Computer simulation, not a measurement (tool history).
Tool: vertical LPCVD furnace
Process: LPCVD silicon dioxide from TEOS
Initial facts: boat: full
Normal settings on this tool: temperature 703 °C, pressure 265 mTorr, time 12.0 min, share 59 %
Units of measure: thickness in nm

run,hour,temperature,pressure,time,share,"read-back reference wafer on the same gauge, thickness",thickness
1,0.0,703,315,12.0,59,83.96,93.06
2,31.0,703,315,12.0,59,83.85,93.27
3,58.8,703,315,12.0,59,83.79,94.48
4,81.9,700,265,12.0,59,83.92,80.16
# hour 130.5: TEOS flow controller replaced
# hour 153.0: pressure gauge zeroed
5,153.5,700,265,12.0,59,83.66,80.22
6,157.0,700,265,12.0,59,83.76,80.63
7,160.5,694,200,14.5,59,83.66,73.46
8,189.3,703,265,12.0,59,83.75,85.72
9,205.2,710,295,8.0,65,83.69,74.74
10,240.7,703,225,9.5,64,83.79,65.68
11,268.5,703,265,12.0,62,83.80,88.26
12,296.5,703,265,12.0,59,83.85,86.57
13,311.0,703,245,12.0,70,83.70,89.81
14,346.7,703,265,12.0,59,84.02,86.30
# hour 352.8: gauge calibrated
15,367.0,706,265,12.0,59,83.85,93.16
# hour 405.2: thermocouples replaced and temperature profile calibrated
16,405.7,703,280,8.0,59,83.72,62.04
17,421.0,703,265,12.0,59,83.87,90.82
18,452.1,703,265,12.0,59,84.02,90.68
19,486.0,703,265,12.0,59,83.86,90.53
20,512.9,712,265,12.0,59,83.87,111.11
21,542.7,703,265,15.0,65,83.78,119.96
22,559.9,703,310,13.5,59,83.61,111.14
23,595.5,703,265,12.0,59,83.71,90.47
24,617.1,703,265,12.0,59,83.80,90.95
25,646.6,703,305,12.0,59,83.66,97.65
# hour 690.9: thermocouples replaced and temperature profile calibrated, repeated, since the last time left the tool worse
26,691.4,703,265,12.0,59,83.77,81.49
27,705.6,703,245,12.0,54,83.67,75.56
28,738.4,703,265,12.0,59,83.81,81.64
29,751.1,691,265,15.5,67,83.78,84.97
30,775.2,703,240,8.0,49,83.75,47.25
31,791.2,703,265,12.0,59,83.88,81.70

Consider 4 possible next runs. They are alternatives, not a sequence: every one starts from the tool as it was left by run 31. What does each give?
A,794.8,697,265,12.0,59,?,?
B,794.8,703,265,16.0,49,?,?
C,794.8,709,305,10.0,59,?,?
D,794.8,703,265,12.0,65,?,?

run,"read-back reference wafer on the same gauge, thickness",thickness
A,83.76,71.03
B,83.76,99.22
C,83.76,83.78
D,83.76,85.71
With the hidden condition removed and each run's random variation left untouched, the same runs would have given:
run,thickness
A,70.27
B,98.17
C,82.90
D,84.80
